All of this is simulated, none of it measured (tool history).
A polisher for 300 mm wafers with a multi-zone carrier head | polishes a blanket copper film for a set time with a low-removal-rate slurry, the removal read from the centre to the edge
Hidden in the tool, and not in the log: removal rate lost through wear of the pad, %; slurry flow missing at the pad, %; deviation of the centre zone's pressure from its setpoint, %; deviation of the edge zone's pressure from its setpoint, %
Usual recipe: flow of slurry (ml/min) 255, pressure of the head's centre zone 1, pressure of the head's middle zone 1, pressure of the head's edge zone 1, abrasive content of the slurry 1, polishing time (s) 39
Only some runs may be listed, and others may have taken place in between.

| run | hour | flow of slurry (ml/min) | pressure of the head's centre zone | pressure of the head's middle zone | pressure of the head's edge zone | abrasive content of the slurry | polishing time (s) | wafers since the last listed run | wafers polished on this pad | hours since the slurry nozzle was cleaned | hours since the centre zone pressure was calibrated | hours since the edge zone pressure was calibrated | hours since the carrier head's membrane was replaced | incoming thickness of the incoming film, nm | film removed at the wafer's centre (angstrom) | film removed at mid-radius (angstrom) | film removed at the wafer's edge (angstrom) |
|---|---|---|---|---|---|---|---|---|---|---|---|---|---|---|---|---|---|
| 1 | 0 | 255 | 1 | 1 | 1 | 1 | 39 | 0 | 494 | 138.4 | 554.3 | 298.7 | 1138.7 | 1067.4 | 1807 | 1838 | 1797 |
| 2 | 66.8 | 255 | 1 | 1 | 1 | 1 | 39 | 418 | 913 | 205.2 | 621.1 | 365.5 | 1205.5 | 1064.5 | 1813 | 1835 | 1812 |
|  | 133.5 | worn pad replaced by a new one |
| 3 | 137.6 | 255 | 1 | 1 | 1 | 1 | 39 | 418 | 25 | 276 | 691.9 | 436.3 | 1276.3 | 1054.1 | 1799 | 1811 | 1825 |
|  | 156 | centre zone pressure recalibrated |
| 4 | 192.6 | 255 | 1 | 1 | 1 | 1.1 | 47 | 331 | 357 | 331 | 36.6 | 491.3 | 1331.3 | 1046.1 | 2186 | 2292 | 2176 |
|  | 197.2 | edge zone pressure recalibrated |
| 5 | 262.1 | 255 | 1 | 1 | 1 | 1 | 39 | 422 | 780 | 400.5 | 106.1 | 64.9 | 1400.8 | 1042.9 | 1785 | 1827 | 1830 |
|  | 347.6 | worn pad replaced by a new one |
| 6 | 439.4 | 255 | 1 | 1 | 1 | 1 | 39 | 1085 | 575 | 577.8 | 283.4 | 242.2 | 1578.1 | 1041.3 | 1745 | 1791 | 1840 |
| 7 | 484.7 | 255 | 1 | 1 | 1 | 1 | 39 | 283 | 858 | 623.1 | 328.7 | 287.5 | 1623.4 | 1048.1 | 1707 | 1766 | 1789 |
| 8 | 512.9 | 255 | 1 | 1 | 1 | 1 | 39 | 176 | 1035 | 651.3 | 356.9 | 315.7 | 1651.6 | 1047 | 1701 | 1764 | 1755 |
| 9 | 541.9 | 255 | 1 | 1 | 1 | 0.8 | 39 | 181 | 1217 | 680.3 | 385.9 | 344.7 | 1680.6 | 1040.9 | 1642 | 1653 | 1639 |
| 10 | 597.1 | 255 | 1 | 1 | 1 | 0.8 | 39 | 345 | 1562 | 735.5 | 441.1 | 399.9 | 1735.8 | 1033.2 | 1598 | 1645 | 1643 |
|  | 605.7 | worn pad replaced by a new one |
|  | 623.5 | slurry nozzle cleaned |
|  | 627.7 | carrier head's membrane replaced by a new one, of another model than before |
| 11 | 628.2 | 305 | 1 | 1 | 1.07 | 0.8 | 47 | 137 | 108 | 4.7 | 472.2 | 431 | 0.5 | 1045.3 | 2097 | 2095 | 2217 |
| 12 | 659 | 255 | 1 | 1 | 1.11 | 0.75 | 39 | 192 | 301 | 35.5 | 503 | 461.8 | 31.3 | 1071.1 | 1689 | 1724 | 1808 |
| 13 | 715.3 | 255 | 1 | 1 | 1 | 1 | 39 | 352 | 654 | 91.8 | 559.3 | 518.1 | 87.6 | 1045.6 | 1808 | 1864 | 1839 |
| 14 | 755 | 340 | 1.06 | 0.95 | 1 | 1 | 39 | 248 | 902 | 131.5 | 599 | 557.8 | 127.3 | 1031.6 | 1943 | 1788 | 1874 |
|  | 795.3 | edge zone pressure recalibrated |
|  | 801.7 | centre zone pressure recalibrated |
|  | 811.6 | worn pad replaced by a new one |
| 15 | 812.2 | 255 | 1 | 1 | 1.08 | 1.1 | 29 | 308 | 3 | 188.7 | 10.5 | 16.9 | 184.5 | 1058.8 | 1382 | 1432 | 1452 |
| 16 | 870.4 | 255 | 0.93 | 1 | 1.04 | 1.25 | 34 | 364 | 368 | 246.9 | 68.7 | 75.1 | 242.7 | 1057.2 | 1589 | 1712 | 1747 |
| 17 | 906 | 215 | 0.92 | 1 | 0.95 | 1 | 49 | 222 | 591 | 282.5 | 104.3 | 110.7 | 278.3 | 1054.2 | 2092 | 2250 | 2136 |
| 18 | 977.3 | 300 | 1 | 1 | 1 | 0.9 | 51 | 446 | 1038 | 353.8 | 175.6 | 182 | 349.6 | 1050.5 | 2318 | 2401 | 2390 |
| 19 | 1006.4 | 255 | 1 | 1 | 1 | 1 | 46 | 182 | 1220 | 382.9 | 204.7 | 211.1 | 378.7 | 1065.8 | 2061 | 2161 | 2182 |
| 20 | 1064.4 | 255 | 1 | 1 | 1 | 1 | 49 | 363 | 1583 | 440.9 | 262.7 | 269.1 | 436.7 | 1049.7 | 2229 | 2292 | 2281 |
|  | 1068.6 | worn pad replaced by a new one |
| 21 | 1124.5 | 255 | 1 | 1 | 1 | 1 | 39 | 351 | 350 | 501 | 322.8 | 329.2 | 496.8 | 1057.8 | 1775 | 1816 | 1822 |

Here are 3 independent what-if runs from the current tool condition. What would each one return?
| A | 1124.9 | 295 | 1 | 1 | 1 | 1 | 39 | 2 | 352 | 501.4 | 323.2 | 329.6 | 497.2 | 1043.7 | ? | ? | ? |
| B | 1124.9 | 210 | 1 | 1 | 1 | 1 | 39 | 2 | 352 | 501.4 | 323.2 | 329.6 | 497.2 | 1043.7 | ? | ? | ? |
| C | 1124.9 | 315 | 1.05 | 1.1 | 1 | 0.85 | 39 | 2 | 352 | 501.4 | 323.2 | 329.6 | 497.2 | 1043.7 | ? | ? | ? |

| run | film removed at the wafer's centre (angstrom) | film removed at mid-radius (angstrom) | film removed at the wafer's edge (angstrom) |
|---|---|---|---|
| A | 1800 | 1831 | 1808 |
| B | 1726 | 1764 | 1759 |
| C | 1796 | 1988 | 1735 |
The same runs, with their run-to-run variation unchanged, on a tool lacking any hidden condition would have given:
| run | film removed at the wafer's centre (angstrom) | film removed at mid-radius (angstrom) | film removed at the wafer's edge (angstrom) |
|---|---|---|---|
| A | 1846 | 1874 | 1840 |
| B | 1784 | 1817 | 1798 |
| C | 1840 | 2032 | 1764 |
